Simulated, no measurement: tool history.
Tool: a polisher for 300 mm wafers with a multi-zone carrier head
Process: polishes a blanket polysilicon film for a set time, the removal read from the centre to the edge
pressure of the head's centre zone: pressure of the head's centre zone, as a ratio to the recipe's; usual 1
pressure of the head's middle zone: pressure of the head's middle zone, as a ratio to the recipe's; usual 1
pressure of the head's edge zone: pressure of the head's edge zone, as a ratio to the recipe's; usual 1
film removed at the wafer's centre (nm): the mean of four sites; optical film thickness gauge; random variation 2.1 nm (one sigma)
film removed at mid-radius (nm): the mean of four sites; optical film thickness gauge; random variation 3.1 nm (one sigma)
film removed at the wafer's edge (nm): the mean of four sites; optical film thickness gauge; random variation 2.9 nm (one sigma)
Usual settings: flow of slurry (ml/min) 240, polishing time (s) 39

run,hour,flow of slurry (ml/min),pressure of the head's centre zone,pressure of the head's middle zone,pressure of the head's edge zone,polishing time (s),wafers since the last listed run,wafers polished on this pad,hours since the slurry nozzle was cleaned,hours since the centre zone pressure was calibrated,hours since the edge zone pressure was calibrated,hours since the carrier head's membrane was replaced,"incoming thickness of the incoming film, nm",film removed at the wafer's centre (nm),film removed at mid-radius (nm),film removed at the wafer's edge (nm)
1,0,220,1,1,1,39,0,973,756.7,558.6,364.5,43.1,2320.8,231.1,237.6,239
2,73.9,240,1,1,1,39,643,1616,830.6,632.5,438.4,117,2295.9,234.2,237.4,241.6
# hour 75.8: slurry nozzle cleaned
# hour 142.1: worn pad replaced by a new one
3,142.6,240,1,1,1,39,554,3,66.8,701.2,507.1,185.7,2324.9,261.2,261.2,259.4
4,193.3,240,1,1,1,39,441,445,117.5,751.9,557.8,236.4,2316.1,254.8,262.2,251.3
5,251.1,240,1,1,1,39,503,948,175.3,809.7,615.6,294.2,2348.9,250.5,252,248.5
# hour 272.8: edge zone pressure recalibrated
6,355.3,240,1,1,1,39,889,1838,279.5,913.9,82.5,398.4,2310,245.9,250.3,247.3
# hour 405.3: worn pad replaced by a new one
7,431.4,240,1,1,1,39,627,227,355.6,990,158.6,474.5,2317,245.1,252.1,247.6
# hour 465.9: centre zone pressure recalibrated
8,512.9,240,1,1,1,39,692,919,437.1,47,240.1,556,2334.8,240.6,246.9,250.2
9,591.5,240,1,1,1,39,684,1604,515.7,125.6,318.7,634.6,2335.6,237.9,246.4,247.1
10,669.8,265,1,1.09,1,47,681,2286,594,203.9,397,712.9,2315.4,291.3,320.8,295.4
# hour 702.3: worn pad replaced by a new one
11,762.4,240,0.92,0.91,1,48,771,523,686.6,296.5,489.6,805.5,2379.3,270,283.8,302.7
12,855.9,240,1.03,0.96,1,39,814,1337,780.1,390,583.1,899,2358.5,238.2,233.5,237.1
# hour 919.9: slurry nozzle cleaned
13,939.1,180,1,1.08,1,39,715,2053,19.2,473.2,666.3,982.2,2297,240.4,260.7,242.8
# hour 989: edge zone pressure recalibrated
# hour 990: worn pad replaced by a new one
14,990.5,240,1,1,1,39,421,4,70.6,524.6,1.5,1033.6,2333.2,262.9,265.4,252.3
# hour 1061.7: carrier head's membrane replaced by a new one
15,1073.2,240,1,1,1,52,676,681,153.3,607.3,84.2,11.5,2322.2,335.3,343.9,336.8
16,1127.7,240,0.95,1,1,39,474,1156,207.8,661.8,138.7,66,2364.3,238.1,253.4,245.9
17,1171.3,240,1,0.88,0.9,39,379,1535,251.4,705.4,182.3,109.6,2343.5,243.9,229.2,237.7
# hour 1225.1: worn pad replaced by a new one
18,1260,290,1,1,1,50,737,303,340.1,794.1,271,198.3,2364.8,330.4,332,326.1
19,1328.5,240,1,1,1,39,596,900,408.6,862.6,339.5,266.8,2326.6,242.3,245.5,241.6

Forecast each of these 4 alternatives for the next run:
A,1328.9,240,1.11,1,1,39,3,903,409,863,339.9,267.2,2331.4,?,?,?
B,1328.9,180,1,0.91,1,28,3,903,409,863,339.9,267.2,2331.4,?,?,?
C,1328.9,240,1,1,0.92,39,3,903,409,863,339.9,267.2,2331.4,?,?,?
D,1328.9,295,1,1.04,1,39,3,903,409,863,339.9,267.2,2331.4,?,?,?

run,film removed at the wafer's centre (nm),film removed at mid-radius (nm),film removed at the wafer's edge (nm)
A,269.4,250.3,246.3
B,162.8,155.4,168.8
C,244.7,250.5,239.3
D,254.8,268.4,252.7
Without the tool's hidden state the same runs would have given:
run,film removed at the wafer's centre (nm),film removed at mid-radius (nm),film removed at the wafer's edge (nm)
A,295,272.3,263.8
B,182.7,172.6,183.3
C,268,272.4,256.4
D,275.4,288.6,268.7
